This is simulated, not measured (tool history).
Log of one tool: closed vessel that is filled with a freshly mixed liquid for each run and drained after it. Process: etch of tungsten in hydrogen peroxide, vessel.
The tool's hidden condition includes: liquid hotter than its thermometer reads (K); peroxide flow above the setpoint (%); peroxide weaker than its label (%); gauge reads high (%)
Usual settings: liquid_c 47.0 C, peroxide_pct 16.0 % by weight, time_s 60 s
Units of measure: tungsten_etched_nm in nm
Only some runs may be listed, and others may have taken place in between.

| run | day | liquid_c | peroxide_pct | time_s | wafers since the last listed run | hours since the thermometer was replaced | hours since the peroxide flow meter was replaced | hours since the drum of peroxide was connected | hours since the gauge calibration | read-back film thickness of the tungsten reference wafer, read on the same gauge (nm) | tungsten_etched_nm |
|---|---|---|---|---|---|---|---|---|---|---|---|
| 1 | 0.000 | 41.0 | 16.0 | 60 | 0 | 1828.2 | 1196.0 | 88.1 | 684.7 | 150.01 | 46.07 |
| 2 | 1.979 | 41.0 | 16.0 | 60 | 4931 | 1875.7 | 1243.5 | 135.6 | 732.2 | 150.03 | 45.91 |
| 3 | 4.721 | 41.0 | 16.0 | 60 | 6830 | 1941.5 | 1309.3 | 201.4 | 798.0 | 149.99 | 46.08 |
| 4 | 8.258 | 47.0 | 16.0 | 85 | 8813 | 2026.4 | 1394.2 | 286.3 | 882.9 | 150.02 | 95.54 |
| 5 | 10.929 | 45.0 | 16.0 | 60 | 6654 | 2090.5 | 1458.3 | 350.4 | 947.0 | 149.98 | 59.87 |
| 6 | 14.612 | 45.0 | 16.0 | 60 | 9177 | 2178.9 | 1546.7 | 438.8 | 1035.4 | 150.01 | 59.50 |
| 7 | 18.312 | 53.5 | 16.0 | 60 | 9218 | 2267.7 | 1635.5 | 527.6 | 1124.2 | 149.99 | 101.07 |
| 8 | 21.446 | 53.5 | 16.0 | 60 | 7806 | 2342.9 | 1710.7 | 602.8 | 1199.4 | 149.98 | 101.05 |
|  | 24.262 | thermometer replaced |
| 9 | 25.358 | 47.0 | 16.0 | 60 | 9644 | 26.3 | 1804.6 | 696.7 | 1293.3 | 150.03 | 64.01 |
|  | 25.471 | peroxide flow meter replaced |
|  | 31.067 | gauge calibrated |
| 10 | 34.858 | 47.0 | 12.5 | 70 | 23565 | 254.3 | 225.3 | 924.7 | 91.0 | 150.01 | 65.81 |
|  | 38.583 | new drum of peroxide connected |
| 11 | 38.604 | 38.0 | 12.0 | 60 | 9228 | 344.2 | 315.2 | 0.5 | 180.9 | 149.99 | 31.28 |
| 12 | 41.496 | 47.0 | 16.0 | 60 | 7204 | 413.6 | 384.6 | 69.9 | 250.3 | 149.98 | 64.28 |
| 13 | 43.088 | 47.0 | 16.0 | 95 | 3965 | 451.8 | 422.8 | 108.1 | 288.5 | 149.99 | 101.85 |
| 14 | 45.867 | 37.5 | 16.0 | 60 | 6924 | 518.5 | 489.5 | 174.8 | 355.2 | 150.01 | 35.00 |
| 15 | 48.496 | 41.5 | 16.0 | 40 | 6550 | 581.6 | 552.6 | 237.9 | 418.3 | 149.97 | 30.64 |
| 16 | 52.525 | 42.0 | 16.0 | 75 | 10038 | 678.3 | 649.3 | 334.6 | 515.0 | 149.96 | 58.93 |
| 17 | 56.142 | 38.0 | 12.5 | 90 | 9010 | 765.1 | 736.1 | 421.4 | 601.8 | 150.01 | 48.19 |

Branching from run 17: 4 alternative next runs. What would each branch give?
| A | 56.171 | 47.0 | 16.0 | 60 | 72 | 765.8 | 736.8 | 422.1 | 602.5 | ? | ? |
| B | 56.171 | 41.0 | 17.5 | 45 | 72 | 765.8 | 736.8 | 422.1 | 602.5 | ? | ? |
| C | 56.171 | 49.5 | 16.0 | 90 | 72 | 765.8 | 736.8 | 422.1 | 602.5 | ? | ? |
| D | 56.171 | 44.0 | 16.0 | 75 | 72 | 765.8 | 736.8 | 422.1 | 602.5 | ? | ? |

| run | read-back film thickness of the tungsten reference wafer, read on the same gauge (nm) | tungsten_etched_nm |
|---|---|---|
| A | 149.98 | 64.91 |
| B | 149.98 | 34.83 |
| C | 149.98 | 113.58 |
| D | 149.98 | 67.23 |
Stripped of hidden state, with their random variation kept, the same runs would have yielded:
| run | tungsten_etched_nm |
|---|---|
| A | 63.28 |
| B | 33.92 |
| C | 110.77 |
| D | 65.50 |
